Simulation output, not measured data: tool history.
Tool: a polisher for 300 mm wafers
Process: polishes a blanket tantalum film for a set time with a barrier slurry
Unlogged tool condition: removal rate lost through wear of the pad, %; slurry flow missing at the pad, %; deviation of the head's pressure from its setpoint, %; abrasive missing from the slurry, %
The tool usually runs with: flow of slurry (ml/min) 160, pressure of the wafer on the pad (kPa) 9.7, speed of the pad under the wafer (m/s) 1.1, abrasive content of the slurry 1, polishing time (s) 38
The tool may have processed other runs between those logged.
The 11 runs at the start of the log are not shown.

run   hour  flow of slurry (ml/min)  pressure of the wafer on the pad (kPa)  speed of the pad under the wafer (m/s)  abrasive content of the slurry  polishing time (s)  wafers since the last listed run  wafers polished on this pad  hours since the slurry nozzle was cleaned  hours since the head pressure was calibrated  hours since the slurry blender was calibrated  incoming thickness of the incoming film, nm  film removed (nm)
        96  -- slurry blender recalibrated
 12   96.6                      210                                     9.7                                    1.38                               1                  38                                78                           83                                         64                                        1332.5                                            0.6                                        209.1               49.4
 13  106.7                      180                                     9.7                                    0.74                               1                  30                               101                          185                                       74.1                                        1342.6                                           10.7                                        208.4               25.1
 14  119.8                      180                                     9.7                                     1.1                               1                  38                               131                          317                                       87.2                                        1355.7                                           23.8                                        211.9               41.2
 15  148.2                      160                                     9.7                                     1.1                               1                  38                               286                          603                                      115.6                                        1384.1                                           52.2                                        209.9               41.1
 16  161.8                      160                                     9.7                                     1.1                               1                  50                               137                          740                                      129.2                                        1397.7                                           65.8                                        208.3               53.7
 17  173.4                      160                                    11.7                                    0.94                               1                  45                               116                          857                                      140.8                                        1409.3                                           77.4                                          208                 53
 18  181.6                      195                                    13.1                                     1.1                               1                  38                                82                          940                                        149                                        1417.5                                           85.6                                        209.2                 56
     192.4  -- worn pad replaced by a new one
 19  192.9                      135                                     9.7                                     1.1                            1.25                  31                                73                            4                                      160.3                                        1428.8                                           96.9                                        210.2               34.4
       211  -- head pressure recalibrated
 20  239.5                      160                                     9.7                                     1.1                               1                  43                               449                          454                                      206.9                                          28.5                                          143.5                                        209.1               46.6
 21  252.5                      200                                     9.7                                     1.1                               1                  38                               130                          585                                      219.9                                          41.5                                          156.5                                        211.5               42.1
 22  259.6                      160                                     9.7                                     1.1                             0.8                  42                                71                          656                                        227                                          48.6                                          163.6                                        206.9               42.8
 23  267.3                      160                                     9.7                                     1.1                               1                  32                                77                          734                                      234.7                                          56.3                                          171.3                                        212.8               34.8
     276.3  -- slurry nozzle cleaned
 24  279.6                      160                                    11.7                                     1.1                            0.75                  38                               113                          848                                        3.3                                          68.6                                          183.6                                        208.5               46.4
     293.7  -- worn pad replaced by a new one
 25  296.2                      160                                     9.7                                     1.1                               1                  38                               126                           25                                       19.9                                          85.2                                          200.2                                        208.2               41.1
 26  305.3                      160                                     9.7                                     1.1                               1                  38                                91                          117                                         29                                          94.3                                          209.3                                          211               41.3
 27  321.7                      160                                     9.7                                     1.1                            1.25                  38                               165                          282                                       45.4                                         110.7                                          225.7                                        211.8                 43

Forecast run 28:
 28  333.8                      160                                     9.7                                     1.1                             0.9                  38                               121                          404                                       57.5                                         122.8                                          237.8                                        211.4                  ?

{"run 28": {"film removed (nm)": 40.2}}
If the tool had no hidden condition, the same run with the same run-to-run variation would have returned film removed (nm) 40.2.
